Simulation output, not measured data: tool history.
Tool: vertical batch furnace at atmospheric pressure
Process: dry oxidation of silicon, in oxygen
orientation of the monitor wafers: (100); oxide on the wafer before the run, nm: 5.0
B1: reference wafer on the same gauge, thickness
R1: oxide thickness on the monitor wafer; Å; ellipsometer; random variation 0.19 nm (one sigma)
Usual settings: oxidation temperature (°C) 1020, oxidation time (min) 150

Run 1, day 0: usual settings but oxidation temperature (°C) 1009; B1 84.98. Result: R1 1011.5 Å.
Run 2, day 1.058: usual settings; B1 85. Result: R1 1111.9 Å.
Run 3, day 1.596: usual settings; B1 85.04. Result: R1 1114.4 Å.
Run 4, day 2.571: usual settings; B1 84.99. Result: R1 1110.3 Å.
Run 5, day 3.371: usual settings; B1 84.98. Result: R1 1109.2 Å.
Run 6, day 3.783: usual settings; B1 84.98. Result: R1 1107.8 Å.
Run 7, day 4.846: usual settings but oxidation time (min) 173; B1 85.02. Result: R1 1224.8 Å.
Run 8, day 5.621: usual settings but oxidation time (min) 173; B1 85. Result: R1 1220.7 Å.
Run 9, day 6.533: usual settings but oxidation time (min) 173; B1 85.03. Result: R1 1219.9 Å.
Run 10, day 7.088: usual settings; B1 85.01. Result: R1 1112.1 Å.
Run 11, day 7.617: usual settings; B1 84.99. Result: R1 1109.8 Å.
Run 12, day 8.742: usual settings; B1 84.97. Result: R1 1113.1 Å.
Run 13, day 9.292: usual settings but oxidation time (min) 195.5; B1 84.98. Result: R1 1326.8 Å.
Run 14, day 10.346: usual settings but oxidation time (min) 195.5; B1 84.98. Result: R1 1322.5 Å.
Run 15, day 13.554: usual settings; B1 85.01. Result: R1 1111.6 Å.
Run 16, day 15.1: usual settings; B1 85.01. Result: R1 1112.4 Å.
Run 17, day 16.092: usual settings; B1 84.98. Result: R1 1107.2 Å.
At day 16.312: gauge calibrated.
Run 18, day 16.975: usual settings but oxidation time (min) 206; B1 85.03. Result: R1 1374 Å.
Run 19, day 17.95: usual settings but oxidation time (min) 206; B1 85. Result: R1 1371.6 Å.
Run 20, day 18.971: usual settings but oxidation temperature (°C) 1010, oxidation time (min) 222.5; B1 85.01. Result: R1 1327.3 Å.
Run 21, day 19.912: usual settings; B1 85. Result: R1 1114.5 Å.
Run 22, day 20.9: usual settings but oxidation temperature (°C) 1001, oxidation time (min) 186; B1 84.99. Result: R1 1089.9 Å.
At day 22.108: thermocouples replaced and temperature profile calibrated.
Run 23, day 22.129: usual settings but oxidation temperature (°C) 997, oxidation time (min) 209; B1 85.02. Result: R1 1082.6 Å.
Run 24, day 22.4: usual settings but oxidation temperature (°C) 1040; B1 85. Result: R1 1257.5 Å.
At day 24.475: boat lift adjusted.
Run 25, day 25.729: usual settings but oxidation temperature (°C) 1029, oxidation time (min) 91.5; B1 84.99. Result: R1 829.5 Å.
Run 26, day 26.55: usual settings but oxidation temperature (°C) 1008; B1 84.94. Result: R1 959.2 Å.
Run 27, day 27.238: usual settings but oxidation temperature (°C) 1035, oxidation time (min) 224.5; B1 85. Result: R1 1569.7 Å.
Run 28, day 27.958: usual settings but oxidation temperature (°C) 1044, oxidation time (min) 118; B1 85.04. Result: R1 1109.2 Å.
Run 29, day 28.962: usual settings; B1 85. Result: R1 1067.2 Å.
Run 30, day 29.667: usual settings but oxidation time (min) 103; B1 85. Result: R1 828.4 Å.
Run 31, day 30.179: usual settings; B1 85. Result: R1 1068.9 Å.
Run 32, day 31.283: usual settings but oxidation temperature (°C) 1040; B1 85. Result: R1 1265.8 Å.
Run 33, day 31.925: usual settings; B1 85. Result: R1 1070.7 Å.
Run 34, day 32.558: usual settings but oxidation temperature (°C) 1007, oxidation time (min) 109; B1 85.04. Result: R1 769.4 Å.
Run 35, day 33.321: usual settings but oxidation temperature (°C) 1010, oxidation time (min) 195.5; B1 84.96. Result: R1 1174.9 Å.
Run 36, day 33.842: usual settings; B1 85. Result: R1 1071.4 Å.
Run 37, day 34.767: usual settings; B1 85.01. Result: R1 1069.9 Å.
Run 38, day 35.238: usual settings but oxidation temperature (°C) 1003, oxidation time (min) 105.5; B1 85. Result: R1 724.6 Å.
Run 39, day 36.292: usual settings but oxidation temperature (°C) 1030; B1 85. Result: R1 1164.3 Å.

What the log doesn't show, run by run:
monitor wafer colder than the profiled boat position, K: 0 in every run
gauge reads high (%): 0 in every run
H1: true tube temperature minus thermocouple reading, K
run     H1
  1    5.5
  2   5.51
  3   5.52
  4   5.52
  5   5.53
  6   5.53
  7   5.54
  8   5.55
  9   5.55
 10   5.56
 11   5.56
 12   5.57
 13   5.57
 14   5.58
 15    5.6
 16   5.61
 17   5.62
 18   5.62
 19   5.63
 20   5.64
 21   5.64
 22   5.65
 23  0.299
 24  0.321
 25  0.583
 26  0.646
 27  0.697
 28  0.751
 29  0.825
 30  0.876
 31  0.913
 32  0.992
 33   1.04
 34   1.08
 35   1.13
 36   1.17
 37   1.23
 38   1.26
 39   1.33
